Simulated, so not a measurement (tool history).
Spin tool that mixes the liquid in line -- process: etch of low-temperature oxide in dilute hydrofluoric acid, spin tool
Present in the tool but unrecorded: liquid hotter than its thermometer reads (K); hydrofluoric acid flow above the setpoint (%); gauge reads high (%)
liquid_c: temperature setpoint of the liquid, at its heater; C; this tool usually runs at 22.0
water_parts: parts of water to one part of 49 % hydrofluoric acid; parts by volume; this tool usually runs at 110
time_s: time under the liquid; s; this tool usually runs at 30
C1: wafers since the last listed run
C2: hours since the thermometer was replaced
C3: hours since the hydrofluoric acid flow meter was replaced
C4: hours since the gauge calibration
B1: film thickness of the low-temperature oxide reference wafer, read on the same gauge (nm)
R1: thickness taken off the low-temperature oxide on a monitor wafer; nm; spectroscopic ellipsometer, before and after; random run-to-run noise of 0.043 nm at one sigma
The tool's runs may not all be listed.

run 1 hour=0.0 | liquid_c=18.5 water_parts=110 time_s=30 | C1=0 C2=634.9 C3=1253.5 C4=121.2 | B1=89.98 | R1=5.77
run 2 hour=6.9 | liquid_c=18.5 water_parts=110 time_s=30 | C1=72 C2=641.8 C3=1260.4 C4=128.1 | B1=89.99 | R1=5.70
run 3 hour=21.7 | liquid_c=22.0 water_parts=110 time_s=20 | C1=156 C2=656.6 C3=1275.2 C4=142.9 | B1=90.02 | R1=4.45
run 4 hour=34.9 | liquid_c=22.0 water_parts=110 time_s=30 | C1=139 C2=669.8 C3=1288.4 C4=156.1 | B1=90.03 | R1=6.61
run 5 hour=51.2 | liquid_c=22.0 water_parts=110 time_s=30 | C1=172 C2=686.1 C3=1304.7 C4=172.4 | B1=89.96 | R1=6.60
run 6 hour=64.3 | liquid_c=22.0 water_parts=80 time_s=30 | C1=138 C2=699.2 C3=1317.8 C4=185.5 | B1=89.97 | R1=9.46
run 7 hour=77.8 | liquid_c=22.0 water_parts=80 time_s=30 | C1=142 C2=712.7 C3=1331.3 C4=199.0 | B1=89.96 | R1=9.37
run 8 hour=87.9 | liquid_c=22.0 water_parts=80 time_s=30 | C1=106 C2=722.8 C3=1341.4 C4=209.1 | B1=89.98 | R1=9.40
run 9 hour=104.7 | liquid_c=19.5 water_parts=80 time_s=30 | C1=177 C2=739.6 C3=1358.2 C4=225.9 | B1=90.01 | R1=8.53
run 10 hour=118.9 | liquid_c=19.5 water_parts=80 time_s=30 | C1=150 C2=753.8 C3=1372.4 C4=240.1 | B1=90.00 | R1=8.49
run 11 hour=126.1 | liquid_c=22.0 water_parts=75 time_s=30 | C1=76 C2=761.0 C3=1379.6 C4=247.3 | B1=90.03 | R1=10.08
run 12 hour=137.4 | liquid_c=22.0 water_parts=75 time_s=30 | C1=119 C2=772.3 C3=1390.9 C4=258.6 | B1=90.03 | R1=10.14
run 13 hour=150.1 | liquid_c=22.0 water_parts=110 time_s=40 | C1=134 C2=785.0 C3=1403.6 C4=271.3 | B1=90.00 | R1=8.76
run 14 hour=157.7 | liquid_c=22.0 water_parts=110 time_s=40 | C1=80 C2=792.6 C3=1411.2 C4=278.9 | B1=90.00 | R1=8.85
run 15 hour=167.8 | liquid_c=20.0 water_parts=110 time_s=15 | C1=106 C2=802.7 C3=1421.3 C4=289.0 | B1=89.98 | R1=3.03
run 16 hour=176.6 | liquid_c=22.0 water_parts=110 time_s=40 | C1=93 C2=811.5 C3=1430.1 C4=297.8 | B1=89.98 | R1=8.75
-- hour=183.6 gauge calibrated
run 17 hour=189.7 | liquid_c=22.0 water_parts=110 time_s=35 | C1=138 C2=824.6 C3=1443.2 C4=6.1 | B1=89.99 | R1=7.72
run 18 hour=199.9 | liquid_c=23.5 water_parts=110 time_s=15 | C1=107 C2=834.8 C3=1453.4 C4=16.3 | B1=89.96 | R1=3.52
run 19 hour=210.4 | liquid_c=22.0 water_parts=150 time_s=35 | C1=111 C2=845.3 C3=1463.9 C4=26.8 | B1=90.02 | R1=5.45
run 20 hour=222.9 | liquid_c=26.0 water_parts=90 time_s=30 | C1=132 C2=857.8 C3=1476.4 C4=39.3 | B1=89.99 | R1=9.70
run 21 hour=234.4 | liquid_c=20.0 water_parts=110 time_s=40 | C1=121 C2=869.3 C3=1487.9 C4=50.8 | B1=90.01 | R1=8.10
-- hour=237.4 hydrofluoric acid flow meter replaced
-- hour=246.5 thermometer replaced
run 22 hour=247.0 | liquid_c=17.5 water_parts=110 time_s=20 | C1=112 C2=0.5 C3=9.6 C4=63.4 | B1=90.02 | R1=3.67
run 23 hour=258.7 | liquid_c=24.5 water_parts=90 time_s=45 | C1=123 C2=12.2 C3=21.3 C4=75.1 | B1=90.00 | R1=13.91
run 24 hour=267.2 | liquid_c=20.0 water_parts=110 time_s=40 | C1=89 C2=20.7 C3=29.8 C4=83.6 | B1=89.96 | R1=8.21
run 25 hour=278.1 | liquid_c=18.5 water_parts=110 time_s=20 | C1=115 C2=31.6 C3=40.7 C4=94.5 | B1=90.03 | R1=3.83
run 26 hour=292.4 | liquid_c=22.0 water_parts=150 time_s=25 | C1=151 C2=45.9 C3=55.0 C4=108.8 | B1=90.05 | R1=3.85
run 27 hour=299.2 | liquid_c=19.0 water_parts=70 time_s=30 | C1=71 C2=52.7 C3=61.8 C4=115.6 | B1=89.94 | R1=9.70
run 28 hour=313.5 | liquid_c=22.0 water_parts=135 time_s=30 | C1=151 C2=67.0 C3=76.1 C4=129.9 | B1=90.03 | R1=5.27

Predict each of these 5 candidate next runs independently; none follows another, all start after run 28:
run A hour=313.9 | liquid_c=22.0 water_parts=110 time_s=30 | C1=4 C2=67.4 C3=76.5 C4=130.3 | B1=? | R1=?
run B hour=313.9 | liquid_c=20.0 water_parts=110 time_s=50 | C1=4 C2=67.4 C3=76.5 C4=130.3 | B1=? | R1=?
run C hour=313.9 | liquid_c=17.5 water_parts=60 time_s=45 | C1=4 C2=67.4 C3=76.5 C4=130.3 | B1=? | R1=?
run D hour=313.9 | liquid_c=17.5 water_parts=110 time_s=45 | C1=4 C2=67.4 C3=76.5 C4=130.3 | B1=? | R1=?
run E hour=313.9 | liquid_c=17.0 water_parts=70 time_s=30 | C1=4 C2=67.4 C3=76.5 C4=130.3 | B1=? | R1=?

run=A B1=90.03 R1=6.58
run=B B1=90.03 R1=10.11
run=C B1=90.03 R1=15.88
run=D B1=90.03 R1=8.21
run=E B1=90.03 R1=8.79
Stripped of hidden state, with their random variation kept, the same runs would have yielded:
run=A R1=6.58
run=B R1=10.11
run=C R1=15.88
run=D R1=8.21
run=E R1=8.79
